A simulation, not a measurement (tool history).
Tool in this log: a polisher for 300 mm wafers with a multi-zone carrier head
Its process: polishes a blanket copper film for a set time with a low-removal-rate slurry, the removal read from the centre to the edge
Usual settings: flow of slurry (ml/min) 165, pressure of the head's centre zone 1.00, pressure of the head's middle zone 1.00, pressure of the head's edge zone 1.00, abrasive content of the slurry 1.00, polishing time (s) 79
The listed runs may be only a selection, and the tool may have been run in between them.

| run | hour | flow of slurry (ml/min) | pressure of the head's centre zone | pressure of the head's middle zone | pressure of the head's edge zone | abrasive content of the slurry | polishing time (s) | wafers since the last listed run | wafers polished on this pad | hours since the slurry nozzle was cleaned | hours since the centre zone pressure was calibrated | hours since the edge zone pressure was calibrated | hours since the carrier head's membrane was replaced | incoming thickness of the incoming film, nm | film removed at the wafer's centre (angstrom) | film removed at mid-radius (angstrom) | film removed at the wafer's edge (angstrom) |
|---|---|---|---|---|---|---|---|---|---|---|---|---|---|---|---|---|---|
| 1 | 0.0 | 165 | 1.07 | 1.04 | 1.00 | 1.00 | 79 | 0 | 148 | 44.2 | 1570.4 | 699.7 | 795.0 | 1584.2 | 1747 | 1481 | 1409 |
| 2 | 9.7 | 165 | 1.00 | 1.00 | 1.00 | 1.00 | 79 | 116 | 264 | 53.9 | 1580.1 | 709.4 | 804.7 | 1560.5 | 1620 | 1458 | 1378 |
| 3 | 19.7 | 165 | 1.00 | 1.00 | 1.00 | 0.80 | 79 | 119 | 384 | 63.9 | 1590.1 | 719.4 | 814.7 | 1588.0 | 1533 | 1367 | 1312 |
|  | 27.8 | carrier head's membrane replaced by a new one |
| 4 | 32.6 | 165 | 0.93 | 1.00 | 1.00 | 1.00 | 54 | 94 | 479 | 76.8 | 1603.0 | 732.3 | 4.8 | 1553.0 | 1025 | 957 | 945 |
| 5 | 42.7 | 165 | 1.00 | 0.92 | 1.00 | 1.00 | 79 | 120 | 600 | 86.9 | 1613.1 | 742.4 | 14.9 | 1585.1 | 1625 | 1341 | 1389 |
| 6 | 57.4 | 165 | 1.00 | 0.96 | 1.00 | 1.00 | 64 | 176 | 776 | 101.6 | 1627.8 | 757.1 | 29.6 | 1561.2 | 1307 | 1135 | 1150 |
|  | 68.7 | edge zone pressure recalibrated |
| 7 | 69.2 | 220 | 0.90 | 1.00 | 1.06 | 1.25 | 79 | 117 | 893 | 113.4 | 1639.6 | 0.5 | 41.4 | 1557.1 | 1594 | 1563 | 1607 |
|  | 74.5 | centre zone pressure recalibrated |
| 8 | 84.3 | 165 | 1.00 | 1.00 | 1.00 | 1.00 | 79 | 156 | 1050 | 128.5 | 9.8 | 15.6 | 56.5 | 1589.3 | 1427 | 1416 | 1374 |
|  | 95.1 | worn pad replaced by a new one |
| 9 | 98.7 | 215 | 1.00 | 1.00 | 1.00 | 1.00 | 79 | 124 | 42 | 142.9 | 24.2 | 30.0 | 70.9 | 1559.1 | 1431 | 1439 | 1410 |
| 10 | 132.5 | 165 | 1.00 | 1.00 | 1.00 | 1.00 | 79 | 404 | 447 | 176.7 | 58.0 | 63.8 | 104.7 | 1584.7 | 1397 | 1408 | 1404 |
| 11 | 144.0 | 165 | 1.00 | 1.00 | 1.00 | 1.25 | 79 | 137 | 585 | 188.2 | 69.5 | 75.3 | 116.2 | 1553.2 | 1480 | 1497 | 1479 |
| 12 | 154.9 | 165 | 1.00 | 0.94 | 1.00 | 1.00 | 79 | 130 | 716 | 199.1 | 80.4 | 86.2 | 127.1 | 1562.8 | 1391 | 1343 | 1430 |
| 13 | 172.8 | 215 | 1.00 | 1.00 | 0.89 | 1.15 | 97 | 214 | 930 | 217.0 | 98.3 | 104.1 | 145.0 | 1578.2 | 1843 | 1842 | 1723 |
| 14 | 184.0 | 130 | 1.00 | 0.92 | 1.00 | 1.00 | 88 | 134 | 1064 | 228.2 | 109.5 | 115.3 | 156.2 | 1567.8 | 1485 | 1405 | 1474 |
| 15 | 191.0 | 165 | 1.00 | 1.00 | 1.00 | 1.00 | 79 | 83 | 1148 | 235.2 | 116.5 | 122.3 | 163.2 | 1585.2 | 1367 | 1414 | 1367 |
| 16 | 205.0 | 165 | 1.00 | 1.00 | 1.00 | 1.00 | 79 | 167 | 1316 | 249.2 | 130.5 | 136.3 | 177.2 | 1579.8 | 1376 | 1361 | 1373 |
| 17 | 212.3 | 105 | 1.00 | 1.06 | 1.00 | 1.00 | 79 | 87 | 1403 | 256.5 | 137.8 | 143.6 | 184.5 | 1558.5 | 1266 | 1350 | 1327 |
| 18 | 224.0 | 165 | 1.00 | 1.00 | 1.00 | 1.00 | 79 | 140 | 1543 | 268.2 | 149.5 | 155.3 | 196.2 | 1561.4 | 1371 | 1369 | 1352 |
|  | 235.6 | worn pad replaced by a new one |
| 19 | 241.7 | 135 | 1.00 | 1.00 | 1.00 | 1.00 | 79 | 164 | 72 | 285.9 | 167.2 | 173.0 | 213.9 | 1545.7 | 1348 | 1318 | 1311 |
| 20 | 248.9 | 165 | 0.90 | 1.00 | 1.00 | 1.00 | 79 | 86 | 158 | 293.1 | 174.4 | 180.2 | 221.1 | 1577.9 | 1212 | 1431 | 1410 |
| 21 | 256.8 | 200 | 1.00 | 1.00 | 1.00 | 1.00 | 72 | 94 | 253 | 301.0 | 182.3 | 188.1 | 229.0 | 1561.5 | 1274 | 1293 | 1286 |

Branching from run 21: 5 alternative next runs. What would each branch give?
| A | 257.2 | 165 | 1.00 | 1.00 | 1.00 | 1.00 | 79 | 4 | 258 | 301.4 | 182.7 | 188.5 | 229.4 | 1581.9 | ? | ? | ? |
| B | 257.2 | 190 | 0.94 | 1.00 | 1.06 | 1.00 | 79 | 4 | 258 | 301.4 | 182.7 | 188.5 | 229.4 | 1581.9 | ? | ? | ? |
| C | 257.2 | 165 | 0.92 | 1.00 | 1.00 | 1.00 | 79 | 4 | 258 | 301.4 | 182.7 | 188.5 | 229.4 | 1581.9 | ? | ? | ? |
| D | 257.2 | 215 | 1.12 | 1.00 | 1.00 | 1.00 | 65 | 4 | 258 | 301.4 | 182.7 | 188.5 | 229.4 | 1581.9 | ? | ? | ? |
| E | 257.2 | 165 | 1.00 | 1.00 | 1.00 | 1.00 | 65 | 4 | 258 | 301.4 | 182.7 | 188.5 | 229.4 | 1581.9 | ? | ? | ? |

| run | film removed at the wafer's centre (angstrom) | film removed at mid-radius (angstrom) | film removed at the wafer's edge (angstrom) |
|---|---|---|---|
| A | 1354 | 1363 | 1403 |
| B | 1302 | 1392 | 1457 |
| C | 1245 | 1364 | 1403 |
| D | 1303 | 1164 | 1186 |
| E | 1114 | 1122 | 1155 |
What these runs would have given with no unlogged condition in the tool:
| run | film removed at the wafer's centre (angstrom) | film removed at mid-radius (angstrom) | film removed at the wafer's edge (angstrom) |
|---|---|---|---|
| A | 1422 | 1430 | 1452 |
| B | 1361 | 1454 | 1503 |
| C | 1307 | 1431 | 1452 |
| D | 1356 | 1211 | 1221 |
| E | 1170 | 1177 | 1195 |
